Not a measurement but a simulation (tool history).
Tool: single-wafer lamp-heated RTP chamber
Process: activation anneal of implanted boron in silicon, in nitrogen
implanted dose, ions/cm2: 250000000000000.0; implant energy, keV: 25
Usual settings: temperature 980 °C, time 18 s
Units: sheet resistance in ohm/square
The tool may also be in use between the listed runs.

run    hour  temperature  time  wafers since the last listed run  wafers since the last pyrometer calibration  wafers since the reflector plate was cleaned  hours since the gauge calibration  read-back reference wafer on the same gauge, sheet resistance  sheet resistance
  1       0          980    18                                 0                                         1017                                          3665                              622.7                                                         442.34            384.36
  2    69.3          980    18                               599                                         1616                                          4264                                692                                                         443.19            383.75
      111.9  -- pyrometer window cleaned and pyrometer calibrated
  3   140.9          980    18                               549                                          250                                          4814                              763.6                                                         442.88            384.73
  4   171.7          980    18                               266                                          517                                          5080                              794.4                                                         444.71            386.04
  5   202.6          980    18                               267                                          784                                          5348                              825.3                                                         444.49            385.38
  6   270.1          980    18                               583                                         1368                                          5931                              892.8                                                         445.17            385.18
  7   330.2          980    18                               519                                         1887                                          6451                              952.9                                                         445.91            386.12
      339.6  -- pyrometer window cleaned and pyrometer calibrated
      366.5  -- reflector plate cleaned
      392.4  -- gauge calibrated
  8   394.4          980    18                               416                                          404                                           241                                  2                                                         440.97            380.05
  9   464.9          980    18                               609                                         1014                                           850                               72.5                                                         440.24            379.24
 10   500.8          980    18                               310                                         1324                                          1161                              108.4                                                         440.82            383.19
      568.8  -- pyrometer window cleaned and pyrometer calibrated
 11     570          980    18                               529                                           10                                          1690                              177.6                                                         440.46            380.33
 12   605.6         1001    18                               307                                          317                                          1998                              213.2                                                         441.39            366.31
 13   655.5          980    18                               431                                          749                                          2429                              263.1                                                          441.3            381.93
 14   683.2         1004     8                               239                                          989                                          2669                              290.8                                                          440.9            370.45
      776.5  -- pyrometer window cleaned and pyrometer calibrated
 15   841.6          980    18                              1300                                          562                                          3969                              449.2                                                         441.05            380.44
 16   873.4          988    23                               274                                          837                                          4244                                481                                                         441.61            374.92
 17   912.2          980    18                               335                                         1173                                          4580                              519.8                                                         442.42            382.09
 18     952          953    25                               344                                         1517                                          4924                              559.6                                                         442.15             427.8
        965  -- pyrometer window cleaned and pyrometer calibrated
 19   994.2         1006    22                               295                                          252                                          5220                              601.8                                                         443.39            366.66
       1010  -- reflector plate cleaned
 20  1040.3          967    15                               329                                          582                                           261                              647.9                                                         443.52            406.28
 21    1079          972    23                               334                                          916                                           596                              686.6                                                         443.82            392.48

What the log doesn't show, run by run:
true wafer temperature minus pyrometer reading, K: 0 in every run
wafer temperature error from the tarnished reflector plate, K: 0 in every run
H1: gauge reads high (%)
run     H1
  1  0.554
  2  0.689
  3  0.843
  4  0.914
  5  0.988
  6   1.16
  7   1.32
  8  0.128
  9  0.136
 10  0.145
 11  0.174
 12  0.195
 13   0.23
 14  0.253
 15  0.426
 16   0.47
 17  0.527
 18  0.591
 19  0.663
 20  0.748
 21  0.825
